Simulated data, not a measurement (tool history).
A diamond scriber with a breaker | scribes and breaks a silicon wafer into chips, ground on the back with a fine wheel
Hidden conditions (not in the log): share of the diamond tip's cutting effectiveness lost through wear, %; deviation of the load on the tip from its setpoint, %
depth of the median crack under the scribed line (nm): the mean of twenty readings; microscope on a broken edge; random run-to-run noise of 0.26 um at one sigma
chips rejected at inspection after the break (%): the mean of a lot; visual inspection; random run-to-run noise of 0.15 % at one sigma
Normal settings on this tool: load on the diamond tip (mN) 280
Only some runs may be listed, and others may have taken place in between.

run,hour,load on the diamond tip (mN),wafers since the last listed run,hours since the diamond tip was replaced,hours since the load on the tip was calibrated,"incoming depth of the damage left on the back of the incoming wafer, um",depth of the median crack under the scribed line (nm),chips rejected at inspection after the break (%)
1,0.0,280,0,421.9,627.7,2.40,15110,3.23
2,107.1,280,695,529.0,734.8,1.72,14520,3.59
3,299.2,330,1246,721.1,926.9,1.82,16110,1.97
# hour 358.1: load on the tip recalibrated
4,402.8,330,659,824.7,44.7,2.41,17170,4.17
5,472.5,280,452,894.4,114.4,2.18,16230,2.12
6,573.7,280,656,995.6,215.6,2.72,16040,2.58
7,622.3,280,315,1044.2,264.2,2.85,15800,2.55
# hour 686.6: diamond tip replaced by a new one
8,691.6,280,436,5.0,333.5,2.71,15090,2.83
9,734.4,280,277,47.8,376.3,2.92,15410,2.91
10,780.2,280,297,93.6,422.1,1.97,14950,3.04
11,825.7,280,295,139.1,467.6,2.57,15090,3.00
12,886.2,280,392,199.6,528.1,1.74,14720,3.14
13,987.5,280,657,300.9,629.4,2.23,15470,3.34
14,1031.7,280,286,345.1,673.6,1.73,14560,3.43
15,1127.1,280,619,440.5,769.0,1.67,14740,4.31
16,1209.0,240,531,522.4,850.9,2.36,13000,11.10
17,1298.2,237,578,611.6,940.1,1.57,13140,14.08
# hour 1324.3: load on the tip recalibrated
18,1344.8,280,289,658.2,20.5,1.76,16090,1.81
19,1385.3,280,262,698.7,61.0,2.58,15640,2.13
20,1487.5,306,663,800.9,163.2,1.82,16860,2.22
# hour 1548.2: diamond tip replaced by a new one
21,1579.0,323,580,30.8,254.7,1.88,17170,2.79
22,1675.4,245,625,127.2,351.1,1.58,13830,5.10
23,1766.3,280,589,218.1,442.0,1.83,15410,2.33
24,1872.2,280,687,324.0,547.9,2.92,15600,3.47
25,1937.5,247,423,389.3,613.2,1.70,13580,7.54
26,2043.7,363,689,495.5,719.4,1.94,17230,3.64
27,2086.0,236,274,537.8,761.7,2.88,12850,11.16
28,2135.9,217,323,587.7,811.6,1.55,12640,18.19
# hour 2181.4: load on the tip recalibrated
29,2181.9,305,285,633.7,0.5,1.81,16990,2.64
30,2260.7,280,511,712.5,79.3,2.34,16000,2.18
31,2365.0,211,676,816.8,183.6,2.84,13530,11.71
32,2458.1,308,604,909.9,276.7,2.32,16680,2.58
33,2526.4,280,443,978.2,345.0,1.80,15590,2.12

Run-by-run hidden state of the tool:
share of the diamond tip's cutting effectiveness lost through wear, %: 0 in every run
H1: deviation of the load on the tip from its setpoint, %
run,H1
1,-9.08
2,-10.8
3,-14
4,-1.66
5,-2.8
6,-4.46
7,-5.26
8,-6.4
9,-7.1
10,-7.85
11,-8.6
12,-9.59
13,-11.3
14,-12
15,-13.5
16,-14.9
17,-16.3
18,-0.458
19,-1.12
20,-2.8
21,-4.3
22,-5.88
23,-7.37
24,-9.11
25,-10.2
26,-11.9
27,-12.6
28,-13.4
29,0.399
30,-0.894
31,-2.6
32,-4.13
33,-5.25

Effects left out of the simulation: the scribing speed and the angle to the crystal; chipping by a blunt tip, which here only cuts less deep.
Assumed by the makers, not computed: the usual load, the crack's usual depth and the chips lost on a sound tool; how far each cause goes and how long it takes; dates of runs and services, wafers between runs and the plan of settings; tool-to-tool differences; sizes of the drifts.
